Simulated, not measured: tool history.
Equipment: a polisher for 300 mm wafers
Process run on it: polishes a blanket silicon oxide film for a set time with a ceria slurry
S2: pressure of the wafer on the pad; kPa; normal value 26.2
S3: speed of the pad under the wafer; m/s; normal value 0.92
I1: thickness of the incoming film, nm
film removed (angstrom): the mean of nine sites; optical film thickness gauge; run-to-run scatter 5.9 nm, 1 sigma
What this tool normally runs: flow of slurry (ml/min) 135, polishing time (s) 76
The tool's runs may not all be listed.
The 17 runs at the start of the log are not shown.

-- hour=863 head pressure recalibrated
run 18 hour=867.7 | flow_of_slurry_(ml/min)=100 S2=26.2 S3=0.92 polishing_time_(s)=76 | I1=1303.9 | film_removed_(angstrom)=3341
run 19 hour=894.4 | flow_of_slurry_(ml/min)=95 S2=26.2 S3=0.64 polishing_time_(s)=92 | I1=1333.2 | film_removed_(angstrom)=2672
run 20 hour=920 | flow_of_slurry_(ml/min)=135 S2=26.2 S3=0.92 polishing_time_(s)=76 | I1=1331.7 | film_removed_(angstrom)=3539
-- hour=928.3 slurry nozzle cleaned
run 21 hour=981 | flow_of_slurry_(ml/min)=135 S2=26.2 S3=0.92 polishing_time_(s)=76 | I1=1311.2 | film_removed_(angstrom)=3997
-- hour=1032.2 worn pad replaced by a new one
run 22 hour=1049.6 | flow_of_slurry_(ml/min)=100 S2=22.8 S3=0.74 polishing_time_(s)=76 | I1=1308.7 | film_removed_(angstrom)=2521
run 23 hour=1082.7 | flow_of_slurry_(ml/min)=135 S2=26.2 S3=0.92 polishing_time_(s)=76 | I1=1325.3 | film_removed_(angstrom)=3920
run 24 hour=1120.4 | flow_of_slurry_(ml/min)=155 S2=22.8 S3=0.92 polishing_time_(s)=66 | I1=1311.8 | film_removed_(angstrom)=2960
run 25 hour=1161 | flow_of_slurry_(ml/min)=135 S2=22.8 S3=0.92 polishing_time_(s)=76 | I1=1317.9 | film_removed_(angstrom)=3273
run 26 hour=1213.2 | flow_of_slurry_(ml/min)=135 S2=26.2 S3=0.92 polishing_time_(s)=76 | I1=1325.3 | film_removed_(angstrom)=3640
-- hour=1225.9 head pressure recalibrated
run 27 hour=1275.9 | flow_of_slurry_(ml/min)=135 S2=17.9 S3=1.22 polishing_time_(s)=76 | I1=1325.9 | film_removed_(angstrom)=3222
-- hour=1296.6 slurry nozzle cleaned
run 28 hour=1332.7 | flow_of_slurry_(ml/min)=135 S2=26.2 S3=0.92 polishing_time_(s)=76 | I1=1326.3 | film_removed_(angstrom)=4135
run 29 hour=1398.8 | flow_of_slurry_(ml/min)=110 S2=17.9 S3=0.8 polishing_time_(s)=59 | I1=1294.3 | film_removed_(angstrom)=1733
-- hour=1425.8 worn pad replaced by a new one
run 30 hour=1437.2 | flow_of_slurry_(ml/min)=135 S2=26.2 S3=1.16 polishing_time_(s)=76 | I1=1303.2 | film_removed_(angstrom)=5045
run 31 hour=1490.6 | flow_of_slurry_(ml/min)=100 S2=33.1 S3=1.22 polishing_time_(s)=98 | I1=1326.9 | film_removed_(angstrom)=7478
run 32 hour=1537 | flow_of_slurry_(ml/min)=135 S2=26.2 S3=0.92 polishing_time_(s)=76 | I1=1342.5 | film_removed_(angstrom)=3812
-- hour=1583.7 head pressure recalibrated
run 33 hour=1601.4 | flow_of_slurry_(ml/min)=135 S2=20.7 S3=0.82 polishing_time_(s)=76 | I1=1301.6 | film_removed_(angstrom)=2533
run 34 hour=1666.8 | flow_of_slurry_(ml/min)=120 S2=26.2 S3=0.92 polishing_time_(s)=59 | I1=1334.7 | film_removed_(angstrom)=2603
-- hour=1690.2 slurry nozzle cleaned
run 35 hour=1723 | flow_of_slurry_(ml/min)=110 S2=17.9 S3=0.8 polishing_time_(s)=59 | I1=1336.9 | film_removed_(angstrom)=1815
run 36 hour=1762.6 | flow_of_slurry_(ml/min)=150 S2=22.8 S3=1.06 polishing_time_(s)=94 | I1=1301.8 | film_removed_(angstrom)=5100

Below are 5 alternative next runs, each starting from the tool's condition after run 36. Predict each:
run A hour=1763 | flow_of_slurry_(ml/min)=135 S2=21.4 S3=0.92 polishing_time_(s)=76 | I1=1300.4 | film_removed_(angstrom)=?
run B hour=1763 | flow_of_slurry_(ml/min)=165 S2=31 S3=0.82 polishing_time_(s)=96 | I1=1300.4 | film_removed_(angstrom)=?
run C hour=1763 | flow_of_slurry_(ml/min)=95 S2=26.2 S3=0.92 polishing_time_(s)=76 | I1=1300.4 | film_removed_(angstrom)=?
run D hour=1763 | flow_of_slurry_(ml/min)=180 S2=21.4 S3=1.1 polishing_time_(s)=69 | I1=1300.4 | film_removed_(angstrom)=?
run E hour=1763 | flow_of_slurry_(ml/min)=135 S2=17.9 S3=1.1 polishing_time_(s)=54 | I1=1300.4 | film_removed_(angstrom)=?

run=A film_removed_(angstrom)=3263
run=B film_removed_(angstrom)=5561
run=C film_removed_(angstrom)=3621
run=D film_removed_(angstrom)=3751
run=E film_removed_(angstrom)=2325
Take away the tool's hidden state, keep each run's random variation, and the runs would have read:
run=A film_removed_(angstrom)=3331
run=B film_removed_(angstrom)=5655
run=C film_removed_(angstrom)=3729
run=D film_removed_(angstrom)=3810
run=E film_removed_(angstrom)=2374

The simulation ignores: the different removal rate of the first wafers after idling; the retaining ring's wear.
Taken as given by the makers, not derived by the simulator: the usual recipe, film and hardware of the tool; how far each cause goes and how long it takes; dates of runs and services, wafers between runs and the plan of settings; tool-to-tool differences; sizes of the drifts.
